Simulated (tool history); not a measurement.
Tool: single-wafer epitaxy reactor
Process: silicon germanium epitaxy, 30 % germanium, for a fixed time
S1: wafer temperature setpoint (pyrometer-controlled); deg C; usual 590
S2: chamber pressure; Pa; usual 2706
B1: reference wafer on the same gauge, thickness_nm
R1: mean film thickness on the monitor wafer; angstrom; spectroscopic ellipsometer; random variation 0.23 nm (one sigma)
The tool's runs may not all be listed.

run	hour	S1	S2	B1	R1
1	0.0	590	2706	52.222	469.89
2	25.3	590	2706	52.169	463.84
3	42.1	590	2706	52.266	462.32
4	55.0	590	2706	52.165	467.77
5	79.2	590	2706	52.179	461.63
6	97.6	590	2706	52.163	461.85
7	128.2	590	2706	52.206	461.05
8	159.4	590	2933	52.213	469.02
9	174.6	590	2933	52.191	470.07
10	276.7	590	2933	52.184	472.44
11	304.6	590	2706	52.257	454.50
12	333.7	578	2946	52.179	364.10
13	351.5	578	2946	52.230	361.09
14	364.8	598	2706	52.194	536.60
# hour 372.3: gauge calibrated
15	391.7	598	2706	52.174	536.12
16	417.0	590	2706	52.233	452.07
17	460.5	590	2706	52.114	448.41
# hour 481.8: pyrometer calibrated
# hour 487.9: capacitance manometer re-zeroed and calibrated
18	488.4	596	3226	52.145	573.15
19	500.3	582	2173	52.199	390.24
20	524.5	590	2706	52.187	485.82
21	547.0	575	3320	52.157	369.93
22	566.2	590	2706	52.162	482.54
# hour 597.4: showerhead replaced
23	597.9	590	2706	52.183	482.86
24	619.8	590	2706	52.211	481.21
25	640.1	603	2173	52.139	594.57
26	675.8	578	2493	52.162	369.42
27	695.0	590	2706	52.271	478.78
28	710.6	590	2040	52.207	450.29
29	742.7	590	3200	52.226	503.36
30	754.9	604	2400	52.215	623.44
31	772.0	590	2706	52.191	478.25
32	785.3	605	3133	52.218	681.57
33	810.1	585	2413	52.224	420.69
34	825.5	576	2706	52.230	358.07

Measured less the same run without the tool's hidden state. The same run-to-run variation is in both; the gauge's scatter may not be:
The hidden state here: wafer temperature above the value expected at the setpoint (K); true pressure above the setpoint (%); gauge reads high (%).
run	R1
1	-12.57
2	-13.05
3	-13.46
4	-13.95
5	-14.43
6	-14.94
7	-15.77
8	-16.96
9	-17.45
10	-20.79
11	-20.90
12	-18.08
13	-18.41
14	-26.48
15	-27.53
16	-24.59
17	-25.94
18	+5.85
19	+4.12
20	+5.01
21	+3.94
22	+4.92
23	+4.85
24	+4.77
25	+5.62
26	+3.60
27	+4.44
28	+4.09
29	+4.39
30	+5.14
31	+3.97
32	+5.32
33	+3.29
34	+2.77
